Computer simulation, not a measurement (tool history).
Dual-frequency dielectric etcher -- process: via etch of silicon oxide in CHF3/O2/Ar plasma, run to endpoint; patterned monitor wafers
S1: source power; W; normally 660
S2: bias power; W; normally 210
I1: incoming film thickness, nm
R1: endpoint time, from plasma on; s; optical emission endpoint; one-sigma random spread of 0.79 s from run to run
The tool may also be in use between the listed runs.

{"run": 1, "hour": 0.0, "S1": 530, "S2": 210, "I1": 556.8, "R1": 274.4}
{"run": 2, "hour": 7.8, "S1": 660, "S2": 210, "I1": 556.7, "R1": 257.4}
{"run": 3, "hour": 19.7, "S1": 660, "S2": 210, "I1": 557.2, "R1": 258.3}
{"run": 4, "hour": 33.7, "S1": 770, "S2": 248, "I1": 551.5, "R1": 230.2}
{"run": 5, "hour": 42.8, "S1": 660, "S2": 210, "I1": 554.2, "R1": 255.6}
{"hour": 58.1, "done": "source power generator calibrated"}
{"run": 6, "hour": 58.6, "S1": 660, "S2": 210, "I1": 546.4, "R1": 251.3}
{"run": 7, "hour": 60.9, "S1": 540, "S2": 178, "I1": 551.1, "R1": 286.2}
{"hour": 85.4, "done": "upper electrode replaced"}
{"run": 8, "hour": 85.9, "S1": 540, "S2": 178, "I1": 556.9, "R1": 287.7}
{"run": 9, "hour": 86.6, "S1": 750, "S2": 210, "I1": 552.1, "R1": 245.7}
{"hour": 122.1, "done": "wet clean of the chamber"}
{"run": 10, "hour": 122.6, "S1": 660, "S2": 210, "I1": 551.3, "R1": 251.5}
{"run": 11, "hour": 123.0, "S1": 660, "S2": 210, "I1": 545.6, "R1": 249.3}
{"run": 12, "hour": 132.3, "S1": 740, "S2": 160, "I1": 553.6, "R1": 261.7}
{"run": 13, "hour": 149.9, "S1": 790, "S2": 193, "I1": 553.1, "R1": 244.1}
{"run": 14, "hour": 157.2, "S1": 510, "S2": 256, "I1": 553.5, "R1": 259.2}
{"run": 15, "hour": 175.1, "S1": 720, "S2": 161, "I1": 550.6, "R1": 264.5}
{"run": 16, "hour": 189.7, "S1": 600, "S2": 248, "I1": 554.4, "R1": 248.7}
{"run": 17, "hour": 196.5, "S1": 660, "S2": 250, "I1": 555.9, "R1": 240.7}
{"run": 18, "hour": 211.7, "S1": 760, "S2": 257, "I1": 553.2, "R1": 227.3}
{"run": 19, "hour": 228.2, "S1": 660, "S2": 210, "I1": 554.2, "R1": 254.3}
{"run": 20, "hour": 240.3, "S1": 660, "S2": 210, "I1": 549.9, "R1": 251}
{"run": 21, "hour": 247.4, "S1": 660, "S2": 210, "I1": 555.3, "R1": 255.5}
{"hour": 254.5, "done": "bias power generator calibrated"}
{"run": 22, "hour": 261.5, "S1": 600, "S2": 251, "I1": 554.2, "R1": 248.7}
{"run": 23, "hour": 269.1, "S1": 740, "S2": 173, "I1": 548.7, "R1": 256.6}
{"run": 24, "hour": 286.1, "S1": 610, "S2": 192, "I1": 545.5, "R1": 264.3}
{"run": 25, "hour": 301.1, "S1": 810, "S2": 228, "I1": 555.5, "R1": 232}
{"run": 26, "hour": 312.5, "S1": 570, "S2": 256, "I1": 549.9, "R1": 250.1}
{"run": 27, "hour": 328.5, "S1": 660, "S2": 210, "I1": 553.2, "R1": 254.4}
{"run": 28, "hour": 334.8, "S1": 560, "S2": 251, "I1": 557.1, "R1": 256.6}
{"run": 29, "hour": 344.9, "S1": 770, "S2": 210, "I1": 549.2, "R1": 240.8}
{"run": 30, "hour": 353.0, "S1": 660, "S2": 210, "I1": 552.5, "R1": 253.6}
{"run": 31, "hour": 367.7, "S1": 520, "S2": 210, "I1": 546.8, "R1": 271}
{"run": 32, "hour": 380.4, "S1": 600, "S2": 184, "I1": 556.9, "R1": 273.2}
{"run": 33, "hour": 387.8, "S1": 660, "S2": 210, "I1": 551.1, "R1": 253.6}
{"run": 34, "hour": 400.1, "S1": 530, "S2": 242, "I1": 551, "R1": 262.7}
{"run": 35, "hour": 415.9, "S1": 530, "S2": 159, "I1": 558.5, "R1": 301.1}

Alternative continuations, all from the tool just after run 35; predict every row:
{"run": "A", "hour": 416.4, "S1": 720, "S2": 210, "I1": 552.5, "R1": "?"}
{"run": "B", "hour": 416.4, "S1": 560, "S2": 255, "I1": 552.5, "R1": "?"}
{"run": "C", "hour": 416.4, "S1": 740, "S2": 262, "I1": 552.5, "R1": "?"}
{"run": "D", "hour": 416.4, "S1": 520, "S2": 234, "I1": 552.5, "R1": "?"}

run=A R1=247.7
run=B R1=253.7
run=C R1=229.4
run=D R1=267
With no hidden state in the tool, these same runs would have given:
run=A R1=245.1
run=B R1=251.1
run=C R1=227
run=D R1=264.2

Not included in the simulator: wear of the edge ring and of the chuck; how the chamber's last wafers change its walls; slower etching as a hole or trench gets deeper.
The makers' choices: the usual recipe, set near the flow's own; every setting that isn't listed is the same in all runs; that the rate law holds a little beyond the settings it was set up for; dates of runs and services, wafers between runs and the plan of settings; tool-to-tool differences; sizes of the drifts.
